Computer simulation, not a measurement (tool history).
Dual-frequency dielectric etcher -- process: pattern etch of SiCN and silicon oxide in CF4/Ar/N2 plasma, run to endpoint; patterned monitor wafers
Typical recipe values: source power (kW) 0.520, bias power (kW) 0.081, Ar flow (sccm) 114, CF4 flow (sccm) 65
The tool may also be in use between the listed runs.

run    hour  source power (kW)  bias power (kW)  Ar flow (sccm)  CF4 flow (sccm)  wafers since the last listed run  hours since the last wet clean  hours since the last source power generator calibration  hours since the last bias power generator calibration  hours since the last Ar flow controller change  hours since the last CF4 flow controller change  hours since the last upper electrode change  incoming incoming film thickness, nm  endpoint time (s)
  1     0.0              0.520            0.081             114               54                                 0                           120.0                                                   2658.9                                                 2810.9                                           260.2                                           4862.8                                       1912.7                                 10.60               11.1
  2    47.1              0.520            0.081             114               54                               858                           167.1                                                   2706.0                                                 2858.0                                           307.3                                           4909.9                                       1959.8                                 10.53               11.1
  3    75.7              0.520            0.081             114               54                               521                           195.7                                                   2734.6                                                 2886.6                                           335.9                                           4938.5                                       1988.4                                 10.62               11.3
      112.7  -- bias power generator calibrated
  4   119.7              0.640            0.066             114               79                               729                           239.7                                                   2778.6                                                    7.0                                           379.9                                           4982.5                                       2032.4                                 10.60                9.2
  5   190.7              0.580            0.064             133               65                              1294                           310.7                                                   2849.6                                                   78.0                                           450.9                                           5053.5                                       2103.4                                 10.59               11.1
  6   235.2              0.430            0.081              90               77                               811                           355.2                                                   2894.1                                                  122.5                                           495.4                                           5098.0                                       2147.9                                 10.66               12.5
  7   284.7              0.520            0.067             114               65                               902                           404.7                                                   2943.6                                                  172.0                                           544.9                                           5147.5                                       2197.4                                 10.69               12.0
      359.5  -- upper electrode replaced
  8   360.0              0.520            0.081             114               65                               935                           480.0                                                   3018.9                                                  247.3                                           620.2                                           5222.8                                          0.5                                 10.55               11.2
  9   410.0              0.520            0.081             114               65                               911                           530.0                                                   3068.9                                                  297.3                                           670.2                                           5272.8                                         50.5                                 10.54               11.0
      439.2  -- CF4 flow controller replaced
 10   439.8              0.520            0.081             103               53                               433                           559.8                                                   3098.7                                                  327.1                                           700.0                                              0.6                                         80.3                                 10.68               11.4
      480.7  -- source power generator calibrated
      484.1  -- wet clean of the chamber
 11   484.6              0.520            0.066             114               65                               683                             0.5                                                      3.9                                                  371.9                                           744.8                                             45.4                                        125.1                                 10.54               11.4
 12   514.3              0.450            0.099             114               79                               541                            30.2                                                     33.6                                                  401.6                                           774.5                                             75.1                                        154.8                                 10.72               11.6
 13   557.6              0.520            0.065              92               59                               789                            73.5                                                     76.9                                                  444.9                                           817.8                                            118.4                                        198.1                                 10.55               11.3
 14   605.3              0.440            0.071             127               81                               869                           121.2                                                    124.6                                                  492.6                                           865.5                                            166.1                                        245.8                                 10.62               13.3
 15   668.8              0.520            0.081              95               60                              1157                           184.7                                                    188.1                                                  556.1                                           929.0                                            229.6                                        309.3                                 10.56               10.7
 16   732.1              0.520            0.081              86               65                              1153                           248.0                                                    251.4                                                  619.4                                           992.3                                            292.9                                        372.6                                 10.60               10.4
 17   775.5              0.520            0.081             114               65                               791                           291.4                                                    294.8                                                  662.8                                          1035.7                                            336.3                                        416.0                                 10.58               11.1
 18   841.1              0.520            0.081             114               65                              1195                           357.0                                                    360.4                                                  728.4                                          1101.3                                            401.9                                        481.6                                 10.64               11.3
 19   870.5              0.520            0.081             114               65                               535                           386.4                                                    389.8                                                  757.8                                          1130.7                                            431.3                                        511.0                                 10.62               11.3
 20   937.1              0.520            0.081             114               65                              1214                           453.0                                                    456.4                                                  824.4                                          1197.3                                            497.9                                        577.6                                 10.53               11.3
 21   996.6              0.630            0.099             105               49                              1084                           512.5                                                    515.9                                                  883.9                                          1256.8                                            557.4                                        637.1                                 10.49                9.0
     1037.5  -- wet clean of the chamber
 22  1050.2              0.520            0.081             114               65                               539                            12.7                                                    569.5                                                  937.5                                          1310.4                                            611.0                                        690.7                                 10.64               10.7
 23  1110.9              0.440            0.097             114               59                              1106                            73.4                                                    630.2                                                  998.2                                          1371.1                                            671.7                                        751.4                                 10.62               12.2

Predict each of these 5 candidate next runs independently; none follows another, all start after run 23:
  A  1111.3              0.520            0.065             114               65                                 7                            73.8                                                    630.6                                                  998.6                                          1371.5                                            672.1                                        751.8                                 10.59                  ?
  B  1111.3              0.520            0.089             114               65                                 7                            73.8                                                    630.6                                                  998.6                                          1371.5                                            672.1                                        751.8                                 10.59                  ?
  C  1111.3              0.520            0.081             114               74                                 7                            73.8                                                    630.6                                                  998.6                                          1371.5                                            672.1                                        751.8                                 10.59                  ?
  D  1111.3              0.520            0.081             138               53                                 7                            73.8                                                    630.6                                                  998.6                                          1371.5                                            672.1                                        751.8                                 10.59                  ?
  E  1111.3              0.590            0.064             114               65                                 7                            73.8                                                    630.6                                                  998.6                                          1371.5                                            672.1                                        751.8                                 10.59                  ?

run  endpoint time (s)
  A               11.6
  B               10.5
  C               10.6
  D               11.7
  E               10.3
Without the tool's unlogged condition, the same runs would have read:
run  endpoint time (s)
  A               11.6
  B               10.4
  C               10.5
  D               11.6
  E               10.3
